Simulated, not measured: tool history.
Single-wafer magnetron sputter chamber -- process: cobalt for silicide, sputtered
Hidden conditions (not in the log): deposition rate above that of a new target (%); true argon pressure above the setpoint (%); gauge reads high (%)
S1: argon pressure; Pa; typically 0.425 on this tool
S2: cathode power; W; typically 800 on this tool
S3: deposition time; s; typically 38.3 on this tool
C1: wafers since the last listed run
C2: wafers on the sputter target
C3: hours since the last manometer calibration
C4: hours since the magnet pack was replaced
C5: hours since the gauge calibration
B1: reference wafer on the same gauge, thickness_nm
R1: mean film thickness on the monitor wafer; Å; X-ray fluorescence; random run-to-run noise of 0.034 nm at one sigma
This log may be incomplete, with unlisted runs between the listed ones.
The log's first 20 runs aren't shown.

Run 21, day 73.725: usual settings but S1 0.257 Pa, S2 950 W, S3 43.4 s; C1 2939; C2 3643; C3 832.3; C4 193.9; C5 1154; B1 19.007. Result: R1 227.74 Å.
Run 22, day 80.242: usual settings; C1 2759; C2 6402; C3 988.7; C4 350.3; C5 1310.4; B1 18.989. Result: R1 155.9 Å.
Run 23, day 83.304: usual settings but S2 950 W, S3 32.3 s; C1 1296; C2 7699; C3 1062.2; C4 423.8; C5 1383.9; B1 18.995. Result: R1 154.82 Å.
Run 24, day 87.454: usual settings; C1 1757; C2 9456; C3 1161.8; C4 523.4; C5 1483.5; B1 18.999. Result: R1 154.91 Å.
Run 25, day 90.212: usual settings; C1 1168; C2 10624; C3 1228; C4 589.6; C5 1549.7; B1 19. Result: R1 154.54 Å.
Run 26, day 91.912: usual settings but S2 700 W, S3 40.6 s; C1 719; C2 11344; C3 1268.8; C4 630.4; C5 1590.5; B1 18.984. Result: R1 144.62 Å.
Run 27, day 93.9: usual settings but S1 0.256 Pa, S3 40.4 s; C1 841; C2 12186; C3 1316.5; C4 678.1; C5 1638.2; B1 18.996. Result: R1 176.37 Å.
Run 28, day 96.112: usual settings but S1 0.313 Pa; C1 936; C2 13123; C3 1369.6; C4 731.2; C5 1691.3; B1 18.995. Result: R1 162.2 Å.
At day 98.225: sputter target and shields replaced.
Run 29, day 98.317: usual settings but S2 750 W; C1 792; C2 38; C3 1422.5; C4 784.1; C5 1744.2; B1 19.008. Result: R1 148.86 Å.
Run 30, day 99.871: usual settings but S1 0.517 Pa, S2 700 W; C1 658; C2 696; C3 1459.8; C4 821.4; C5 1781.5; B1 19.005. Result: R1 134.22 Å.
Run 31, day 101.967: usual settings but S2 700 W, S3 40.6 s; C1 887; C2 1584; C3 1510.1; C4 871.7; C5 1831.8; B1 19.003. Result: R1 147.67 Å.
Run 32, day 103.867: usual settings but S1 0.547 Pa, S2 750 W, S3 44.4 s; C1 804; C2 2388; C3 1555.7; C4 917.3; C5 1877.4; B1 19.011. Result: R1 162.68 Å.
Run 33, day 107.796: usual settings but S1 0.334 Pa, S2 650 W, S3 41.1 s; C1 1663; C2 4052; C3 1650; C4 1011.6; C5 1971.7; B1 19.022. Result: R1 145.52 Å.

What does the tool deliver on the next run?
Run 34, day 111.25: usual settings but S3 42.1 s; C1 1462; C2 5515; C3 1732.9; C4 1094.5; C5 2054.6; B1 ?. Result: R1 ?.

{"run 34": {"B1": 18.994, "R1": 172.87}}
If the tool had no hidden condition, the same run with the same run-to-run variation would have returned R1 174.76 Å.
